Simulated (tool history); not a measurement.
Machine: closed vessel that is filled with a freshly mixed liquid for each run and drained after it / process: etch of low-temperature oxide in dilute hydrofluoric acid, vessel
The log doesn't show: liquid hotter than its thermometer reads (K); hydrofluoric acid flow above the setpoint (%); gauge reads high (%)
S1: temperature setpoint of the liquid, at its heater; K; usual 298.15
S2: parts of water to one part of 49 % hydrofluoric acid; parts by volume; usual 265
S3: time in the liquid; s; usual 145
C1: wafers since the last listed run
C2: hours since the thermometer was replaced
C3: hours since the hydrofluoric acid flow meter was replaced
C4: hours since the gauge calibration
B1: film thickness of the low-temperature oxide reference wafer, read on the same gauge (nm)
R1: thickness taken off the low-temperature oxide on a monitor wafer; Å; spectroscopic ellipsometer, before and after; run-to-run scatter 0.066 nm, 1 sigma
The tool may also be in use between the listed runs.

run,hour,S1,S2,S3,C1,C2,C3,C4,B1,R1
1,0.0,298.15,265,145,0,387.1,69.4,424.8,59.98,81.5
2,90.5,298.15,265,145,9346,477.6,159.9,515.3,59.98,81.7
3,143.3,297.15,265,145,5452,530.4,212.7,568.1,60.01,80.6
4,257.3,297.15,265,145,11773,644.4,326.7,682.1,59.99,80.5
5,343.4,295.15,265,145,8891,730.5,412.8,768.2,60.01,74.7
6,437.1,295.15,265,145,9676,824.2,506.5,861.9,59.99,76.8
# hour 443.2: thermometer replaced
7,507.9,295.15,265,145,7208,64.7,577.3,932.7,60.01,77.2
8,580.5,298.15,300,145,7497,137.3,649.9,1005.3,59.99,75.0
9,651.0,299.65,265,210,7280,207.8,720.4,1075.8,60.01,134.3
10,717.0,299.65,265,210,6816,273.8,786.4,1141.8,60.00,136.1
11,805.6,299.65,265,210,9150,362.4,875.0,1230.4,60.01,137.5
# hour 806.8: gauge calibrated
12,856.3,298.15,265,205,5236,413.1,925.7,49.5,60.04,129.0
# hour 865.7: hydrofluoric acid flow meter replaced
13,924.2,298.15,265,205,6909,481.0,58.5,117.4,59.98,114.1
14,978.0,298.15,265,205,5556,534.8,112.3,171.2,59.94,113.7
15,1019.1,298.15,265,175,4244,575.9,153.4,212.3,59.98,98.5
16,1108.0,298.15,265,205,9181,664.8,242.3,301.2,60.00,115.9
17,1179.4,295.65,265,65,7373,736.2,313.7,372.6,60.04,34.1
# hour 1240.4: thermometer replaced
18,1259.8,298.15,215,65,8200,19.4,394.1,453.0,59.99,49.1
19,1339.8,303.15,265,145,8261,99.4,474.1,533.0,59.98,101.7
20,1384.7,298.15,265,145,4637,144.3,519.0,577.9,60.04,86.0
21,1425.4,296.65,225,200,4203,185.0,559.7,618.6,59.98,136.1
22,1463.9,298.15,360,105,3976,223.5,598.2,657.1,59.96,42.8
23,1513.2,301.15,265,145,5091,272.8,647.5,706.4,60.00,96.6
24,1640.4,303.15,180,105,13136,400.0,774.7,833.6,59.99,123.3
# hour 1700.5: hydrofluoric acid flow meter replaced
25,1920.6,298.15,360,105,28834,680.2,220.1,1113.8,60.03,40.1
# hour 1963.2: gauge calibrated
26,1996.7,296.65,265,145,7859,756.3,296.2,33.5,59.95,79.6
27,2033.1,301.15,265,145,3759,792.7,332.6,69.9,59.98,92.7
# hour 2089.0: thermometer replaced
28,2114.8,293.15,395,225,8334,25.8,414.3,151.6,59.98,65.6
29,2179.5,298.15,265,145,6681,90.5,479.0,216.3,60.01,83.4

Here are 3 independent what-if runs from the current tool condition. What would each one return?
A,2180.2,298.15,325,145,72,91.2,479.7,217.0,?,?
B,2180.2,293.65,265,145,72,91.2,479.7,217.0,?,?
C,2180.2,303.15,190,60,72,91.2,479.7,217.0,?,?

run,B1,R1
A,60.01,65.8
B,60.01,72.5
C,60.01,63.8
With no hidden state in the tool, these same runs would have given:
run,R1
A,61.4
B,68.0
C,59.8
